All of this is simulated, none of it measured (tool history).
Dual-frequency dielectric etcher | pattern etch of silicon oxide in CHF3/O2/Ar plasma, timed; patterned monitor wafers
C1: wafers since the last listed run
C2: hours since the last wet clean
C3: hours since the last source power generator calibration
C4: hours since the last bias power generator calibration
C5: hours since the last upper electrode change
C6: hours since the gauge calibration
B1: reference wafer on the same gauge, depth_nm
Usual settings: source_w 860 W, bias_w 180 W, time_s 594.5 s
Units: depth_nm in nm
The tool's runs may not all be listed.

{"run": 1, "hour": 0.0, "source_w": 730, "bias_w": 180, "time_s": 642, "C1": 0, "C2": 223.6, "C3": 1329.6, "C4": 3829.5, "C5": 1579, "C6": 733.8, "B1": 1485.8, "depth_nm": 1244.8}
{"run": 2, "hour": 103.1, "source_w": 730, "bias_w": 180, "time_s": 642, "C1": 270, "C2": 326.7, "C3": 1432.7, "C4": 3932.6, "C5": 1682.1, "C6": 836.9, "B1": 1484, "depth_nm": 1249}
{"run": 3, "hour": 128.3, "source_w": 730, "bias_w": 180, "time_s": 642, "C1": 66, "C2": 351.9, "C3": 1457.9, "C4": 3957.8, "C5": 1707.3, "C6": 862.1, "B1": 1485, "depth_nm": 1249.3}
{"hour": 156.4, "done": "wet clean of the chamber"}
{"run": 4, "hour": 156.9, "source_w": 860, "bias_w": 180, "time_s": 594.5, "C1": 12, "C2": 0.5, "C3": 1486.5, "C4": 3986.4, "C5": 1735.9, "C6": 890.7, "B1": 1486.2, "depth_nm": 1266.2}
{"run": 5, "hour": 191.3, "source_w": 940, "bias_w": 194, "time_s": 594.5, "C1": 90, "C2": 34.9, "C3": 1520.9, "C4": 4020.8, "C5": 1770.3, "C6": 925.1, "B1": 1484.8, "depth_nm": 1368.1}
{"hour": 230.5, "done": "upper electrode replaced"}
{"run": 6, "hour": 231.0, "source_w": 940, "bias_w": 194, "time_s": 594.5, "C1": 41, "C2": 74.6, "C3": 1560.6, "C4": 4060.5, "C5": 0.5, "C6": 964.8, "B1": 1484.7, "depth_nm": 1363.1}
{"run": 7, "hour": 248.0, "source_w": 860, "bias_w": 180, "time_s": 594.5, "C1": 44, "C2": 91.6, "C3": 1577.6, "C4": 4077.5, "C5": 17.5, "C6": 981.8, "B1": 1485, "depth_nm": 1266.2}
{"run": 8, "hour": 281.8, "source_w": 860, "bias_w": 180, "time_s": 594.5, "C1": 88, "C2": 125.4, "C3": 1611.4, "C4": 4111.3, "C5": 51.3, "C6": 1015.6, "B1": 1484.7, "depth_nm": 1264.3}
{"run": 9, "hour": 298.8, "source_w": 860, "bias_w": 180, "time_s": 594.5, "C1": 44, "C2": 142.4, "C3": 1628.4, "C4": 4128.3, "C5": 68.3, "C6": 1032.6, "B1": 1485, "depth_nm": 1266.8}
{"run": 10, "hour": 323.2, "source_w": 860, "bias_w": 197, "time_s": 594.5, "C1": 64, "C2": 166.8, "C3": 1652.8, "C4": 4152.7, "C5": 92.7, "C6": 1057, "B1": 1485, "depth_nm": 1299.7}
{"run": 11, "hour": 335.9, "source_w": 860, "bias_w": 180, "time_s": 594.5, "C1": 33, "C2": 179.5, "C3": 1665.5, "C4": 4165.4, "C5": 105.4, "C6": 1069.7, "B1": 1483.8, "depth_nm": 1266.3}
{"run": 12, "hour": 350.6, "source_w": 860, "bias_w": 180, "time_s": 594.5, "C1": 38, "C2": 194.2, "C3": 1680.2, "C4": 4180.1, "C5": 120.1, "C6": 1084.4, "B1": 1483.2, "depth_nm": 1261.5}
{"run": 13, "hour": 383.1, "source_w": 680, "bias_w": 180, "time_s": 594.5, "C1": 85, "C2": 226.7, "C3": 1712.7, "C4": 4212.6, "C5": 152.6, "C6": 1116.9, "B1": 1484.2, "depth_nm": 1104.8}
{"hour": 391.5, "done": "gauge calibrated"}
{"run": 14, "hour": 410.8, "source_w": 1020, "bias_w": 166, "time_s": 594.5, "C1": 72, "C2": 254.4, "C3": 1740.4, "C4": 4240.3, "C5": 180.3, "C6": 19.3, "B1": 1509.9, "depth_nm": 1364.4}
{"hour": 417.2, "done": "bias power generator calibrated"}
{"run": 15, "hour": 441.7, "source_w": 860, "bias_w": 180, "time_s": 594.5, "C1": 70, "C2": 285.3, "C3": 1771.3, "C4": 24.5, "C5": 211.2, "C6": 50.2, "B1": 1506.9, "depth_nm": 1284.7}
{"run": 16, "hour": 491.8, "source_w": 1060, "bias_w": 143, "time_s": 594.5, "C1": 131, "C2": 335.4, "C3": 1821.4, "C4": 74.6, "C5": 261.3, "C6": 100.3, "B1": 1505.7, "depth_nm": 1323.5}
{"run": 17, "hour": 521.9, "source_w": 860, "bias_w": 180, "time_s": 594.5, "C1": 79, "C2": 365.5, "C3": 1851.5, "C4": 104.7, "C5": 291.4, "C6": 130.4, "B1": 1502.7, "depth_nm": 1282.8}
{"run": 18, "hour": 537.4, "source_w": 740, "bias_w": 209, "time_s": 594.5, "C1": 40, "C2": 381, "C3": 1867, "C4": 120.2, "C5": 306.9, "C6": 145.9, "B1": 1500.8, "depth_nm": 1245.3}
{"run": 19, "hour": 552.8, "source_w": 860, "bias_w": 203, "time_s": 676, "C1": 40, "C2": 396.4, "C3": 1882.4, "C4": 135.6, "C5": 322.3, "C6": 161.3, "B1": 1501.4, "depth_nm": 1519}
{"run": 20, "hour": 572.8, "source_w": 1080, "bias_w": 180, "time_s": 594.5, "C1": 52, "C2": 416.4, "C3": 1902.4, "C4": 155.6, "C5": 342.3, "C6": 181.3, "B1": 1500.2, "depth_nm": 1444.1}
{"hour": 579.2, "done": "source power generator calibrated"}
{"run": 21, "hour": 588.0, "source_w": 760, "bias_w": 200, "time_s": 594.5, "C1": 29, "C2": 431.6, "C3": 8.8, "C4": 170.8, "C5": 357.5, "C6": 196.5, "B1": 1499.6, "depth_nm": 1239.4}
{"run": 22, "hour": 611.6, "source_w": 740, "bias_w": 209, "time_s": 594.5, "C1": 61, "C2": 455.2, "C3": 32.4, "C4": 194.4, "C5": 381.1, "C6": 220.1, "B1": 1499.2, "depth_nm": 1244.9}
{"hour": 643.2, "done": "wet clean of the chamber"}
{"run": 23, "hour": 643.7, "source_w": 710, "bias_w": 164, "time_s": 692.5, "C1": 21, "C2": 0.5, "C3": 64.5, "C4": 226.5, "C5": 413.2, "C6": 252.2, "B1": 1497.6, "depth_nm": 1288.6}
{"run": 24, "hour": 655.7, "source_w": 690, "bias_w": 209, "time_s": 594.5, "C1": 31, "C2": 12.5, "C3": 76.5, "C4": 238.5, "C5": 425.2, "C6": 264.2, "B1": 1498.2, "depth_nm": 1189.2}
{"run": 25, "hour": 686.8, "source_w": 1040, "bias_w": 180, "time_s": 700, "C1": 81, "C2": 43.6, "C3": 107.6, "C4": 269.6, "C5": 456.3, "C6": 295.3, "B1": 1496, "depth_nm": 1663.5}
{"run": 26, "hour": 718.8, "source_w": 860, "bias_w": 180, "time_s": 594.5, "C1": 84, "C2": 75.6, "C3": 139.6, "C4": 301.6, "C5": 488.3, "C6": 327.3, "B1": 1495.2, "depth_nm": 1272.1}
{"run": 27, "hour": 753.9, "source_w": 860, "bias_w": 180, "time_s": 594.5, "C1": 92, "C2": 110.7, "C3": 174.7, "C4": 336.7, "C5": 523.4, "C6": 362.4, "B1": 1494.8, "depth_nm": 1275.8}
{"run": 28, "hour": 787.9, "source_w": 860, "bias_w": 214, "time_s": 646.5, "C1": 89, "C2": 144.7, "C3": 208.7, "C4": 370.7, "C5": 557.4, "C6": 396.4, "B1": 1493.8, "depth_nm": 1477.3}
{"run": 29, "hour": 816.8, "source_w": 860, "bias_w": 222, "time_s": 594.5, "C1": 75, "C2": 173.6, "C3": 237.6, "C4": 399.6, "C5": 586.3, "C6": 425.3, "B1": 1492.6, "depth_nm": 1369.6}

Forecast each of these 5 alternatives for the next run:
{"run": "A", "hour": 817.4, "source_w": 860, "bias_w": 180, "time_s": 594.5, "C1": 1, "C2": 174.2, "C3": 238.2, "C4": 400.2, "C5": 586.9, "C6": 425.9, "B1": "?", "depth_nm": "?"}
{"run": "B", "hour": 817.4, "source_w": 860, "bias_w": 165, "time_s": 711.5, "C1": 1, "C2": 174.2, "C3": 238.2, "C4": 400.2, "C5": 586.9, "C6": 425.9, "B1": "?", "depth_nm": "?"}
{"run": "C", "hour": 817.4, "source_w": 860, "bias_w": 180, "time_s": 474.5, "C1": 1, "C2": 174.2, "C3": 238.2, "C4": 400.2, "C5": 586.9, "C6": 425.9, "B1": "?", "depth_nm": "?"}
{"run": "D", "hour": 817.4, "source_w": 860, "bias_w": 146, "time_s": 715, "C1": 1, "C2": 174.2, "C3": 238.2, "C4": 400.2, "C5": 586.9, "C6": 425.9, "B1": "?", "depth_nm": "?"}
{"run": "E", "hour": 817.4, "source_w": 670, "bias_w": 140, "time_s": 594.5, "C1": 1, "C2": 174.2, "C3": 238.2, "C4": 400.2, "C5": 586.9, "C6": 425.9, "B1": "?", "depth_nm": "?"}

run=A B1=1494.7 depth_nm=1271.7
run=B B1=1494.7 depth_nm=1475.3
run=C B1=1494.7 depth_nm=1015
run=D B1=1494.7 depth_nm=1420
run=E B1=1494.7 depth_nm=1005.9
Without the tool's hidden state the same runs would have given:
run=A depth_nm=1286.1
run=B depth_nm=1492
run=C depth_nm=1026.5
run=D depth_nm=1436
run=E depth_nm=1017.3
